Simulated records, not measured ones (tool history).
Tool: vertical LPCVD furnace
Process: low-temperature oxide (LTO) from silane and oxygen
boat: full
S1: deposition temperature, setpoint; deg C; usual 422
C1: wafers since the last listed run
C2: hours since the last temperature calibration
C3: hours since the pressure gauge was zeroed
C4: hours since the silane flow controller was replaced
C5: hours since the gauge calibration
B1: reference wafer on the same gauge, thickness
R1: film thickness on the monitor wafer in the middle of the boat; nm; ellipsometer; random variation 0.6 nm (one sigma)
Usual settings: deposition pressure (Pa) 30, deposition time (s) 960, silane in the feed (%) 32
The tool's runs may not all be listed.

run 1 hour=0 | S1=422 deposition_pressure_(Pa)=30 deposition_time_(s)=960 silane_in_the_feed_(%)=32 | C1=0 C2=1738 C3=1766 C4=6784 C5=315.2 | B1=166.31 | R1=141.81
run 2 hour=20.1 | S1=422 deposition_pressure_(Pa)=30 deposition_time_(s)=960 silane_in_the_feed_(%)=32 | C1=470 C2=1758.1 C3=1786.1 C4=6804.1 C5=335.3 | B1=166.49 | R1=140.78
run 3 hour=47.4 | S1=422 deposition_pressure_(Pa)=30 deposition_time_(s)=960 silane_in_the_feed_(%)=32 | C1=639 C2=1785.4 C3=1813.4 C4=6831.4 C5=362.6 | B1=166.86 | R1=142.25
run 4 hour=69 | S1=422 deposition_pressure_(Pa)=30 deposition_time_(s)=960 silane_in_the_feed_(%)=32 | C1=506 C2=1807 C3=1835 C4=6853 C5=384.2 | B1=166.94 | R1=142.02
run 5 hour=97.2 | S1=422 deposition_pressure_(Pa)=30 deposition_time_(s)=960 silane_in_the_feed_(%)=32 | C1=660 C2=1835.2 C3=1863.2 C4=6881.2 C5=412.4 | B1=167.38 | R1=142.18
run 6 hour=113 | S1=422 deposition_pressure_(Pa)=30 deposition_time_(s)=1110 silane_in_the_feed_(%)=32 | C1=370 C2=1851 C3=1879 C4=6897 C5=428.2 | B1=167.61 | R1=164.72
run 7 hour=129 | S1=422 deposition_pressure_(Pa)=30 deposition_time_(s)=1110 silane_in_the_feed_(%)=32 | C1=374 C2=1867 C3=1895 C4=6913 C5=444.2 | B1=167.88 | R1=164.13
-- hour=139 gauge calibrated
run 8 hour=162.6 | S1=422 deposition_pressure_(Pa)=30 deposition_time_(s)=1110 silane_in_the_feed_(%)=32 | C1=787 C2=1900.6 C3=1928.6 C4=6946.6 C5=23.6 | B1=164.96 | R1=161.53
-- hour=199.7 silane flow controller replaced
run 9 hour=200.2 | S1=417 deposition_pressure_(Pa)=30 deposition_time_(s)=1170 silane_in_the_feed_(%)=32 | C1=318 C2=1938.2 C3=1966.2 C4=0.5 C5=61.2 | B1=165.21 | R1=161.45
run 10 hour=219.5 | S1=422 deposition_pressure_(Pa)=30 deposition_time_(s)=960 silane_in_the_feed_(%)=32 | C1=452 C2=1957.5 C3=1985.5 C4=19.8 C5=80.5 | B1=165.28 | R1=140.9
-- hour=257.3 pressure gauge zeroed
-- hour=261 thermocouples replaced and temperature profile calibrated
run 11 hour=261.5 | S1=429 deposition_pressure_(Pa)=30 deposition_time_(s)=960 silane_in_the_feed_(%)=32 | C1=333 C2=0.5 C3=4.2 C4=61.8 C5=122.5 | B1=165.41 | R1=152.27
run 12 hour=265.4 | S1=422 deposition_pressure_(Pa)=36 deposition_time_(s)=960 silane_in_the_feed_(%)=32 | C1=91 C2=4.4 C3=8.1 C4=65.7 C5=126.4 | B1=165.18 | R1=169.37
run 13 hour=298.3 | S1=428 deposition_pressure_(Pa)=24.7 deposition_time_(s)=960 silane_in_the_feed_(%)=34 | C1=770 C2=37.3 C3=41 C4=98.6 C5=159.3 | B1=165.5 | R1=133.44
run 14 hour=330 | S1=422 deposition_pressure_(Pa)=30 deposition_time_(s)=630 silane_in_the_feed_(%)=32 | C1=742 C2=69 C3=72.7 C4=130.3 C5=191 | B1=165.6 | R1=91.93
run 15 hour=344.5 | S1=422 deposition_pressure_(Pa)=30 deposition_time_(s)=960 silane_in_the_feed_(%)=32 | C1=339 C2=83.5 C3=87.2 C4=144.8 C5=205.5 | B1=165.73 | R1=140.68
run 16 hour=377.5 | S1=422 deposition_pressure_(Pa)=33.3 deposition_time_(s)=960 silane_in_the_feed_(%)=27 | C1=773 C2=116.5 C3=120.2 C4=177.8 C5=238.5 | B1=165.98 | R1=123.07
run 17 hour=410.2 | S1=434 deposition_pressure_(Pa)=34.7 deposition_time_(s)=960 silane_in_the_feed_(%)=32 | C1=766 C2=149.2 C3=152.9 C4=210.5 C5=271.2 | B1=166.23 | R1=186.3
run 18 hour=425.4 | S1=422 deposition_pressure_(Pa)=30 deposition_time_(s)=1050 silane_in_the_feed_(%)=35 | C1=356 C2=164.4 C3=168.1 C4=225.7 C5=286.4 | B1=166.07 | R1=174.93
run 19 hour=439.8 | S1=426 deposition_pressure_(Pa)=30 deposition_time_(s)=960 silane_in_the_feed_(%)=32 | C1=337 C2=178.8 C3=182.5 C4=240.1 C5=300.8 | B1=166.38 | R1=148.91

5 ways to go on from here, each from the tool as it stands after run 19. What would each give?
run A hour=443.8 | S1=422 deposition_pressure_(Pa)=30 deposition_time_(s)=960 silane_in_the_feed_(%)=32 | C1=93 C2=182.8 C3=186.5 C4=244.1 C5=304.8 | B1=? | R1=?
run B hour=443.8 | S1=422 deposition_pressure_(Pa)=30 deposition_time_(s)=600 silane_in_the_feed_(%)=32 | C1=93 C2=182.8 C3=186.5 C4=244.1 C5=304.8 | B1=? | R1=?
run C hour=443.8 | S1=415 deposition_pressure_(Pa)=30 deposition_time_(s)=960 silane_in_the_feed_(%)=28 | C1=93 C2=182.8 C3=186.5 C4=244.1 C5=304.8 | B1=? | R1=?
run D hour=443.8 | S1=422 deposition_pressure_(Pa)=30 deposition_time_(s)=1230 silane_in_the_feed_(%)=34 | C1=93 C2=182.8 C3=186.5 C4=244.1 C5=304.8 | B1=? | R1=?
run E hour=443.8 | S1=429 deposition_pressure_(Pa)=24 deposition_time_(s)=1110 silane_in_the_feed_(%)=32 | C1=93 C2=182.8 C3=186.5 C4=244.1 C5=304.8 | B1=? | R1=?

run=A B1=166.59 R1=141.43
run=B B1=166.59 R1=88.4
run=C B1=166.59 R1=108.34
run=D B1=166.59 R1=196.38
run=E B1=166.59 R1=140.95
Without the tool's hidden state the same runs would have given:
run=A R1=140.15
run=B R1=87.59
run=C R1=107.35
run=D R1=194.59
run=E R1=139.67

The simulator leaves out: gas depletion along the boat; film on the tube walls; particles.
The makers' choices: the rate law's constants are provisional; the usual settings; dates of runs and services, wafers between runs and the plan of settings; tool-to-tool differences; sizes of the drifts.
